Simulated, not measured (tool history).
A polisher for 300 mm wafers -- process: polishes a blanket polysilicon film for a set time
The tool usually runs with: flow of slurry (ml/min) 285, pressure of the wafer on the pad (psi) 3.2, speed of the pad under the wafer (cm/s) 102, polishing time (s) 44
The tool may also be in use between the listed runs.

| run | hour | flow of slurry (ml/min) | pressure of the wafer on the pad (psi) | speed of the pad under the wafer (cm/s) | polishing time (s) | incoming thickness of the incoming film, nm | film removed (nm) |
|---|---|---|---|---|---|---|---|
| 1 | 0.0 | 215 | 3.2 | 102 | 44 | 1175.0 | 357.3 |
| 2 | 10.5 | 285 | 3.2 | 112 | 44 | 1181.1 | 399.9 |
| 3 | 21.8 | 285 | 3.2 | 112 | 44 | 1173.3 | 383.1 |
| 4 | 33.9 | 285 | 3.2 | 102 | 44 | 1173.4 | 355.7 |
| 5 | 45.7 | 285 | 3.2 | 102 | 56 | 1175.2 | 444.4 |
| 6 | 60.5 | 285 | 2.8 | 126 | 44 | 1178.7 | 348.5 |
| 7 | 71.3 | 285 | 3.2 | 102 | 44 | 1176.8 | 341.0 |
|  | 76.4 | worn pad replaced by a new one |
|  | 84.9 | slurry nozzle cleaned |
| 8 | 85.9 | 285 | 3.2 | 102 | 44 | 1179.6 | 412.0 |
|  | 104.8 | head pressure recalibrated |
| 9 | 105.3 | 285 | 3.2 | 102 | 44 | 1192.4 | 407.4 |
| 10 | 119.6 | 285 | 3.2 | 102 | 44 | 1164.8 | 401.1 |
| 11 | 131.3 | 285 | 3.2 | 102 | 44 | 1182.7 | 383.6 |
| 12 | 140.9 | 230 | 3.6 | 102 | 44 | 1194.3 | 427.0 |
| 13 | 147.6 | 285 | 3.2 | 102 | 44 | 1169.2 | 395.9 |
| 14 | 164.8 | 285 | 3.2 | 72 | 44 | 1171.9 | 311.6 |
|  | 174.3 | worn pad replaced by a new one |
| 15 | 174.8 | 285 | 3.2 | 102 | 44 | 1189.4 | 404.1 |
| 16 | 180.7 | 285 | 3.2 | 102 | 44 | 1189.6 | 397.9 |
| 17 | 195.3 | 235 | 3.2 | 68 | 56 | 1192.4 | 396.1 |
| 18 | 201.3 | 285 | 3.2 | 102 | 44 | 1188.8 | 389.7 |
| 19 | 210.0 | 310 | 3.2 | 102 | 44 | 1180.0 | 395.4 |
| 20 | 227.7 | 285 | 2.6 | 102 | 44 | 1192.7 | 309.6 |
| 21 | 241.8 | 210 | 3.2 | 102 | 55 | 1189.9 | 470.3 |

What will run 22 give?
| 22 | 254.2 | 200 | 3.2 | 102 | 44 | 1160.2 | ? |

film removed (nm): 369.2
If the tool had no hidden condition, the same run with the same run-to-run variation would have returned film removed (nm) 400.4.
